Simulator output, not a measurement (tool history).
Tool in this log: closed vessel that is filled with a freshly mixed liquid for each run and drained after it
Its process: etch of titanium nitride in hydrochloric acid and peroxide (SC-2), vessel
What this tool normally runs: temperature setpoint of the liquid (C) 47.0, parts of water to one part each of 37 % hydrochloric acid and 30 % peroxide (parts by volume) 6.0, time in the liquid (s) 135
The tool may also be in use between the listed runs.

run    hour  temperature setpoint of the liquid (C)  parts of water to one part each of 37 % hydrochloric acid and 30 % peroxide (parts by volume)  time in the liquid (s)  wafers since the last listed run  hours since the thermometer was replaced  hours since the chemicals flow meter was replaced  hours since the drum of peroxide was connected  hours since the gauge calibration  read-back film thickness of the titanium nitride reference wafer, read on the same gauge (nm)  thickness taken off the titanium nitride on a monitor wafer (nm)
  1     0.0                                    47.0                                                                                            6.0                     115                                 0                                      22.7                                              255.2                                           394.6                             1926.3                                                                                          60.00                                                              4.94
  2    89.9                                    47.0                                                                                            6.0                     105                             12388                                     112.6                                              345.1                                           484.5                             2016.2                                                                                          59.99                                                              4.52
  3   144.5                                    47.0                                                                                            6.0                     105                              7524                                     167.2                                              399.7                                           539.1                             2070.8                                                                                          60.04                                                              4.55
  4   250.0                                    47.0                                                                                            6.0                     105                             14538                                     272.7                                              505.2                                           644.6                             2176.3                                                                                          60.02                                                              4.55
  5   355.6                                    50.5                                                                                            5.0                     170                             14552                                     378.3                                              610.8                                           750.2                             2281.9                                                                                          59.99                                                             10.56
  6   454.7                                    47.0                                                                                            6.0                     135                             13656                                     477.4                                              709.9                                           849.3                             2381.0                                                                                          59.98                                                              5.85
  7   559.1                                    53.5                                                                                            4.0                     170                             14387                                     581.8                                              814.3                                           953.7                             2485.4                                                                                          60.06                                                             15.07
  8   599.8                                    47.0                                                                                            6.0                     135                              5608                                     622.5                                              855.0                                           994.4                             2526.1                                                                                          60.00                                                              5.81
  9   636.0                                    50.0                                                                                            8.5                     135                              4988                                     658.7                                              891.2                                          1030.6                             2562.3                                                                                          59.94                                                              5.46
 10   727.0                                    47.0                                                                                            6.0                     110                             12540                                     749.7                                              982.2                                          1121.6                             2653.3                                                                                          60.00                                                              4.77
 11   815.4                                    47.0                                                                                            4.0                     190                             12182                                     838.1                                             1070.6                                          1210.0                             2741.7                                                                                          60.02                                                             11.03
 12   878.3                                    47.0                                                                                            7.0                     135                              8668                                     901.0                                             1133.5                                          1272.9                             2804.6                                                                                          60.00                                                              5.26
 13   928.2                                    47.0                                                                                            7.0                     185                              6876                                     950.9                                             1183.4                                          1322.8                             2854.5                                                                                          60.02                                                              7.16
 14   977.1                                    47.0                                                                                            6.0                      60                              6738                                     999.8                                             1232.3                                          1371.7                             2903.4                                                                                          60.02                                                              2.60
      988.1  -- new drum of peroxide connected
     1063.2  -- chemicals flow meter replaced
     1075.2  -- gauge calibrated
 15  1082.4                                    40.0                                                                                            8.0                     135                             14235                                    1105.1                                               19.2                                            94.3                                7.2                                                                                          59.99                                                              2.89
 16  1128.4                                    47.0                                                                                            6.0                     135                              6339                                    1151.1                                               65.2                                           140.3                               53.2                                                                                          60.03                                                              5.94
 17  1195.6                                    47.0                                                                                            6.0                     175                              9260                                    1218.3                                              132.4                                           207.5                              120.4                                                                                          60.00                                                              7.65
 18  1277.6                                    53.5                                                                                            8.0                     170                             11300                                    1300.3                                              214.4                                           289.5                              202.4                                                                                          59.99                                                              9.26
     1321.1  -- thermometer replaced
 19  1372.9                                    39.0                                                                                            7.0                      75                             12995                                      51.8                                              309.7                                           384.8                              297.7                                                                                          59.99                                                              1.65
 20  1414.9                                    47.0                                                                                            6.0                     135                              5787                                      93.8                                              351.7                                           426.8                              339.7                                                                                          60.00                                                              5.82
 21  1484.4                                    42.5                                                                                            7.5                     135                              9577                                     163.3                                              421.2                                           496.3                              409.2                                                                                          60.00                                                              3.58
 22  1545.3                                    47.0                                                                                            6.0                     135                              8392                                     224.2                                              482.1                                           557.2                              470.1                                                                                          60.00                                                              5.80
 23  1643.0                                    47.0                                                                                            6.0                     135                             13463                                     321.9                                              579.8                                           654.9                              567.8                                                                                          59.95                                                              5.84
 24  1702.5                                    47.0                                                                                            8.5                     135                              8199                                     381.4                                              639.3                                           714.4                              627.3                                                                                          60.00                                                              4.46
 25  1793.6                                    47.0                                                                                            6.0                     135                             12554                                     472.5                                              730.4                                           805.5                              718.4                                                                                          60.03                                                              5.81
 26  1850.5                                    47.0                                                                                            6.0                     135                              7841                                     529.4                                              787.3                                           862.4                              775.3                                                                                          60.00                                                              5.84
 27  1953.3                                    47.0                                                                                            6.0                      85                             14166                                     632.2                                              890.1                                           965.2                              878.1                                                                                          60.01                                                              3.70
 28  2033.2                                    47.0                                                                                            6.0                     135                             11010                                     712.1                                              970.0                                          1045.1                              958.0                                                                                          60.03                                                              5.86

5 ways to go on from here, each from the tool as it stands after run 28. What would each give?
  A  2033.9                                    40.0                                                                                            6.0                     135                                96                                     712.8                                              970.7                                          1045.8                              958.7                                                                                              ?                                                                 ?
  B  2033.9                                    42.0                                                                                            4.0                     210                                96                                     712.8                                              970.7                                          1045.8                              958.7                                                                                              ?                                                                 ?
  C  2033.9                                    47.0                                                                                            5.0                     200                                96                                     712.8                                              970.7                                          1045.8                              958.7                                                                                              ?                                                                 ?
  D  2033.9                                    47.0                                                                                            9.0                     200                                96                                     712.8                                              970.7                                          1045.8                              958.7                                                                                              ?                                                                 ?
  E  2033.9                                    47.0                                                                                            6.0                     170                                96                                     712.8                                              970.7                                          1045.8                              958.7                                                                                              ?                                                                 ?

run  read-back film thickness of the titanium nitride reference wafer, read on the same gauge (nm)  thickness taken off the titanium nitride on a monitor wafer (nm)
  A                                                                                          59.97                                                              3.65
  B                                                                                          59.97                                                              8.71
  C                                                                                          59.97                                                             10.04
  D                                                                                          59.97                                                              6.39
  E                                                                                          59.97                                                              7.47
With the hidden condition removed and each run's random variation left untouched, the same runs would have given:
run  thickness taken off the titanium nitride on a monitor wafer (nm)
  A                                                              3.57
  B                                                              8.53
  C                                                              9.83
  D                                                              6.25
  E                                                              7.31
